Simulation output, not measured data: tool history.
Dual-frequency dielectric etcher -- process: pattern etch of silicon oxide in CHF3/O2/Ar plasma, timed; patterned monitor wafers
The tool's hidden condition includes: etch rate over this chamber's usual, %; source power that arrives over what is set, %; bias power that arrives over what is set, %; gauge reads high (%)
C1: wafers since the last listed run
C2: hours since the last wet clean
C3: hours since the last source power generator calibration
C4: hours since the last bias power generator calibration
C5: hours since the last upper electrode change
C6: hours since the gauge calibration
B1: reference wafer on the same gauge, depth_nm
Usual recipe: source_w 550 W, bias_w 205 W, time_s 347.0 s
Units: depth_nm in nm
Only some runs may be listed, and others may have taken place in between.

run 1 hour=0.0 | source_w=550 bias_w=205 time_s=347.0 | C1=0 C2=392.6 C3=3769.0 C4=1830.9 C5=3352.4 C6=1315.9 | B1=583.2 | depth_nm=644.5
run 2 hour=47.1 | source_w=550 bias_w=205 time_s=347.0 | C1=188 C2=439.7 C3=3816.1 C4=1878.0 C5=3399.5 C6=1363.0 | B1=583.9 | depth_nm=643.2
-- hour=116.8 wet clean of the chamber
run 3 hour=150.6 | source_w=550 bias_w=205 time_s=347.0 | C1=318 C2=33.8 C3=3919.6 C4=1981.5 C5=3503.0 C6=1466.5 | B1=582.5 | depth_nm=647.1
-- hour=222.8 bias power generator calibrated
run 4 hour=247.0 | source_w=550 bias_w=205 time_s=347.0 | C1=370 C2=130.2 C3=4016.0 C4=24.2 C5=3599.4 C6=1562.9 | B1=583.7 | depth_nm=637.7
run 5 hour=324.0 | source_w=550 bias_w=205 time_s=347.0 | C1=308 C2=207.2 C3=4093.0 C4=101.2 C5=3676.4 C6=1639.9 | B1=582.5 | depth_nm=636.8
run 6 hour=398.7 | source_w=550 bias_w=205 time_s=347.0 | C1=299 C2=281.9 C3=4167.7 C4=175.9 C5=3751.1 C6=1714.6 | B1=582.3 | depth_nm=640.9
-- hour=440.8 upper electrode replaced
run 7 hour=500.3 | source_w=550 bias_w=205 time_s=347.0 | C1=310 C2=383.5 C3=4269.3 C4=277.5 C5=59.5 C6=1816.2 | B1=581.7 | depth_nm=636.0
run 8 hour=551.8 | source_w=550 bias_w=205 time_s=347.0 | C1=206 C2=435.0 C3=4320.8 C4=329.0 C5=111.0 C6=1867.7 | B1=582.7 | depth_nm=639.2
run 9 hour=622.1 | source_w=550 bias_w=178 time_s=347.0 | C1=281 C2=505.3 C3=4391.1 C4=399.3 C5=181.3 C6=1938.0 | B1=583.7 | depth_nm=618.4
-- hour=697.6 wet clean of the chamber
run 10 hour=698.1 | source_w=550 bias_w=178 time_s=347.0 | C1=208 C2=0.5 C3=4467.1 C4=475.3 C5=257.3 C6=2014.0 | B1=583.3 | depth_nm=622.8
run 11 hour=778.0 | source_w=550 bias_w=205 time_s=347.0 | C1=320 C2=80.4 C3=4547.0 C4=555.2 C5=337.2 C6=2093.9 | B1=582.1 | depth_nm=638.5
run 12 hour=1033.7 | source_w=550 bias_w=205 time_s=347.0 | C1=1024 C2=336.1 C3=4802.7 C4=810.9 C5=592.9 C6=2349.6 | B1=581.7 | depth_nm=638.1
-- hour=1047.6 source power generator calibrated
run 13 hour=1086.4 | source_w=550 bias_w=205 time_s=347.0 | C1=195 C2=388.8 C3=38.8 C4=863.6 C5=645.6 C6=2402.3 | B1=583.6 | depth_nm=660.0
run 14 hour=1123.4 | source_w=620 bias_w=159 time_s=378.5 | C1=148 C2=425.8 C3=75.8 C4=900.6 C5=682.6 C6=2439.3 | B1=582.9 | depth_nm=721.5
run 15 hour=1176.0 | source_w=680 bias_w=205 time_s=347.0 | C1=210 C2=478.4 C3=128.4 C4=953.2 C5=735.2 C6=2491.9 | B1=582.7 | depth_nm=733.4
-- hour=1250.0 gauge calibrated
run 16 hour=1273.1 | source_w=550 bias_w=176 time_s=284.5 | C1=389 C2=575.5 C3=225.5 C4=1050.3 C5=832.3 C6=23.1 | B1=583.2 | depth_nm=520.2
-- hour=1298.6 wet clean of the chamber
run 17 hour=1353.0 | source_w=440 bias_w=205 time_s=272.5 | C1=223 C2=54.4 C3=305.4 C4=1130.2 C5=912.2 C6=103.0 | B1=583.3 | depth_nm=457.2
run 18 hour=1423.8 | source_w=550 bias_w=233 time_s=347.0 | C1=283 C2=125.2 C3=376.2 C4=1201.0 C5=983.0 C6=173.8 | B1=583.1 | depth_nm=669.8
run 19 hour=1481.1 | source_w=620 bias_w=238 time_s=451.0 | C1=229 C2=182.5 C3=433.5 C4=1258.3 C5=1040.3 C6=231.1 | B1=583.9 | depth_nm=930.2
run 20 hour=1543.9 | source_w=600 bias_w=205 time_s=381.5 | C1=251 C2=245.3 C3=496.3 C4=1321.1 C5=1103.1 C6=293.9 | B1=583.4 | depth_nm=746.6
run 21 hour=1596.4 | source_w=550 bias_w=205 time_s=347.0 | C1=210 C2=297.8 C3=548.8 C4=1373.6 C5=1155.6 C6=346.4 | B1=582.7 | depth_nm=652.7
run 22 hour=1657.8 | source_w=680 bias_w=236 time_s=276.5 | C1=245 C2=359.2 C3=610.2 C4=1435.0 C5=1217.0 C6=407.8 | B1=582.1 | depth_nm=598.3
run 23 hour=1761.4 | source_w=550 bias_w=205 time_s=347.0 | C1=415 C2=462.8 C3=713.8 C4=1538.6 C5=1320.6 C6=511.4 | B1=583.3 | depth_nm=650.2
run 24 hour=1804.9 | source_w=550 bias_w=205 time_s=347.0 | C1=174 C2=506.3 C3=757.3 C4=1582.1 C5=1364.1 C6=554.9 | B1=582.2 | depth_nm=651.3
-- hour=1884.9 wet clean of the chamber
run 25 hour=1885.4 | source_w=670 bias_w=205 time_s=347.0 | C1=226 C2=0.5 C3=837.8 C4=1662.6 C5=1444.6 C6=635.4 | B1=583.0 | depth_nm=719.0
run 26 hour=1965.7 | source_w=550 bias_w=205 time_s=401.5 | C1=321 C2=80.8 C3=918.1 C4=1742.9 C5=1524.9 C6=715.7 | B1=584.0 | depth_nm=758.2
run 27 hour=2010.3 | source_w=490 bias_w=227 time_s=347.0 | C1=178 C2=125.4 C3=962.7 C4=1787.5 C5=1569.5 C6=760.3 | B1=582.7 | depth_nm=627.9
run 28 hour=2053.6 | source_w=440 bias_w=239 time_s=443.0 | C1=173 C2=168.7 C3=1006.0 C4=1830.8 C5=1612.8 C6=803.6 | B1=584.0 | depth_nm=762.2

Table of differences, measured result less the result of that run with no hidden state. Run-to-run variation is the same in both. Gauge scatter possibly is not:
run=1 depth_nm=-12.9
run=2 depth_nm=-12.6
run=3 depth_nm=-12.2
run=4 depth_nm=-16.9
run=5 depth_nm=-17.0
run=6 depth_nm=-17.1
run=7 depth_nm=-17.0
run=8 depth_nm=-17.1
run=9 depth_nm=-16.6
run=10 depth_nm=-16.7
run=11 depth_nm=-16.9
run=12 depth_nm=-16.5
run=13 depth_nm=+1.1
run=14 depth_nm=+0.7
run=15 depth_nm=+0.3
run=16 depth_nm=-0.3
run=17 depth_nm=-0.6
run=18 depth_nm=-1.2
run=19 depth_nm=-2.2
run=20 depth_nm=-2.2
run=21 depth_nm=-2.0
run=22 depth_nm=-2.1
run=23 depth_nm=-2.7
run=24 depth_nm=-2.7
run=25 depth_nm=-3.4
run=26 depth_nm=-3.6
run=27 depth_nm=-2.8
run=28 depth_nm=-3.3
